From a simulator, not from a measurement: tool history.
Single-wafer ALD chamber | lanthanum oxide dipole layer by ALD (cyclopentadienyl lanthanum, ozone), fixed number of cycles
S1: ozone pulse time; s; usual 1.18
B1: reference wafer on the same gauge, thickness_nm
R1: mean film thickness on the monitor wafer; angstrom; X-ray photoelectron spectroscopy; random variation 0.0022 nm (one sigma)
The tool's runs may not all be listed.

{"run": 1, "hour": 0.0, "S1": 1.18, "B1": 0.475, "R1": 4.83}
{"run": 2, "hour": 90.7, "S1": 1.18, "B1": 0.475, "R1": 4.87}
{"run": 3, "hour": 181.2, "S1": 1.18, "B1": 0.475, "R1": 4.81}
{"run": 4, "hour": 230.2, "S1": 1.18, "B1": 0.476, "R1": 4.81}
{"run": 5, "hour": 268.4, "S1": 1.18, "B1": 0.475, "R1": 4.87}
{"run": 6, "hour": 375.4, "S1": 1.3, "B1": 0.475, "R1": 4.92}
{"hour": 406.8, "done": "ozone generator serviced"}
{"run": 7, "hour": 450.3, "S1": 1.18, "B1": 0.475, "R1": 5.12}
{"run": 8, "hour": 554.7, "S1": 1.18, "B1": 0.475, "R1": 5.05}
{"hour": 633.1, "done": "gauge calibrated"}
{"run": 9, "hour": 656.2, "S1": 1.18, "B1": 0.475, "R1": 5.05}
{"hour": 689.8, "done": "thermocouple changed; heater temperature recalibrated"}
{"run": 10, "hour": 740.6, "S1": 0.71, "B1": 0.475, "R1": 4.43}
{"run": 11, "hour": 831.6, "S1": 1.53, "B1": 0.475, "R1": 5.28}
{"run": 12, "hour": 938.7, "S1": 1.03, "B1": 0.475, "R1": 4.75}
{"hour": 1000.3, "done": "showerhead replaced"}
{"run": 13, "hour": 1039.5, "S1": 1.18, "B1": 0.475, "R1": 4.98}
{"run": 14, "hour": 1084.0, "S1": 1.52, "B1": 0.475, "R1": 5.2}
{"run": 15, "hour": 1134.5, "S1": 1.18, "B1": 0.475, "R1": 4.91}
{"run": 16, "hour": 1182.8, "S1": 0.76, "B1": 0.475, "R1": 4.35}
{"run": 17, "hour": 1227.9, "S1": 1.6, "B1": 0.475, "R1": 5.21}
{"run": 18, "hour": 1296.9, "S1": 1.03, "B1": 0.475, "R1": 4.67}

Measured less the same run without the tool's hidden state. The same run-to-run variation is in both; the gauge's scatter may not be:
The hidden state here: wafer temperature above the value expected at the setpoint (K); ozone dose above that of a generator just serviced (%); gauge reads high (%).
run=1 R1=-0.35
run=2 R1=-0.36
run=3 R1=-0.36
run=4 R1=-0.37
run=5 R1=-0.37
run=6 R1=-0.35
run=7 R1=-0.05
run=8 R1=-0.09
run=9 R1=-0.13
run=10 R1=-0.22
run=11 R1=-0.14
run=12 R1=-0.25
run=13 R1=-0.25
run=14 R1=-0.2
run=15 R1=-0.27
run=16 R1=-0.37
run=17 R1=-0.21
run=18 R1=-0.33
